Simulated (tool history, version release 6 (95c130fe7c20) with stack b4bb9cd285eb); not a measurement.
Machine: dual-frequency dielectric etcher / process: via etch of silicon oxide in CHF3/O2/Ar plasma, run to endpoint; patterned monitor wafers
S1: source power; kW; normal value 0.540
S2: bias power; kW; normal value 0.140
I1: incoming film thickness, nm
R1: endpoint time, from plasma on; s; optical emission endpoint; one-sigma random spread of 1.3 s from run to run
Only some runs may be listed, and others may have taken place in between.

run   hour     S1     S2     I1     R1
  1    0.0  0.540  0.140  603.7  326.5
  2   14.1  0.540  0.140  604.6  327.9
  3   23.2  0.540  0.140  602.2  325.7
  4   37.4  0.540  0.140  604.4  325.8
  5   45.1  0.540  0.140  603.6  325.4
  6   55.3  0.540  0.140  603.3  325.4
      90.6  -- wet clean of the chamber
  7   91.1  0.540  0.140  602.1  341.4
  8   91.5  0.540  0.140  602.6  343.4
  9   95.2  0.500  0.140  601.1  351.9
     102.7  -- source power generator calibrated
 10  107.4  0.540  0.140  600.0  341.0

Run 11 comes next. What will it give?
     135.2  -- upper electrode replaced
     137.9  -- bias power generator calibrated
 11  138.4  0.460  0.112  600.8   ?

R1: 393.6 s
Had the tool carried no hidden state, the very same run would have given R1 396.6 s.
